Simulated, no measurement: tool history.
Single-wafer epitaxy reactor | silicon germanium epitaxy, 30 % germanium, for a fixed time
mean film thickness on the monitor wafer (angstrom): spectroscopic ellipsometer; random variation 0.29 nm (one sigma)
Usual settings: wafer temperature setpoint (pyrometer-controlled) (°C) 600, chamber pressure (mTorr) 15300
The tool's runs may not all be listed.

| run | hour | wafer temperature setpoint (pyrometer-controlled) (°C) | chamber pressure (mTorr) | wafers since the last listed run | hours since the last pyrometer calibration | hours since the last manometer calibration | hours since the showerhead was replaced | hours since the gauge calibration | read-back reference wafer on the same gauge, thickness_nm | mean film thickness on the monitor wafer (angstrom) |
|---|---|---|---|---|---|---|---|---|---|---|
| 1 | 0.0 | 594 | 15300 | 0 | 1036.5 | 1600.8 | 5458.7 | 98.4 | 56.870 | 480.70 |
| 2 | 6.3 | 594 | 15300 | 133 | 1042.8 | 1607.1 | 5465.0 | 104.7 | 56.792 | 472.36 |
| 3 | 16.0 | 600 | 15300 | 205 | 1052.5 | 1616.8 | 5474.7 | 114.4 | 56.730 | 544.68 |
| 4 | 29.9 | 600 | 15300 | 294 | 1066.4 | 1630.7 | 5488.6 | 128.3 | 56.855 | 541.39 |
|  | 37.1 | gauge calibrated |
| 5 | 38.3 | 600 | 15300 | 178 | 1074.8 | 1639.1 | 5497.0 | 1.2 | 56.790 | 536.97 |
| 6 | 50.1 | 600 | 15300 | 250 | 1086.6 | 1650.9 | 5508.8 | 13.0 | 56.819 | 535.04 |
| 7 | 63.2 | 600 | 15300 | 277 | 1099.7 | 1664.0 | 5521.9 | 26.1 | 56.853 | 536.97 |
| 8 | 74.7 | 600 | 15300 | 243 | 1111.2 | 1675.5 | 5533.4 | 37.6 | 56.828 | 540.61 |
| 9 | 83.0 | 600 | 15300 | 175 | 1119.5 | 1683.8 | 5541.7 | 45.9 | 56.849 | 534.20 |
| 10 | 92.7 | 600 | 15300 | 205 | 1129.2 | 1693.5 | 5551.4 | 55.6 | 56.825 | 531.88 |
| 11 | 99.5 | 611 | 18700 | 144 | 1136.0 | 1700.3 | 5558.2 | 62.4 | 56.803 | 716.90 |
| 12 | 114.2 | 594 | 17600 | 311 | 1150.7 | 1715.0 | 5572.9 | 77.1 | 56.787 | 489.93 |

The next listed run, before its measurement:
|  | 126.4 | showerhead replaced, of another model than before |
| 13 | 126.9 | 594 | 15300 | 99 | 1163.4 | 1727.7 | 0.5 | 89.8 | ? | ? |

{"run 13": {"read-back reference wafer on the same gauge, thickness_nm": 56.78, "mean film thickness on the monitor wafer (angstrom)": 463.64}}
Without the tool's hidden state the same run would have given mean film thickness on the monitor wafer (angstrom) 525.37.
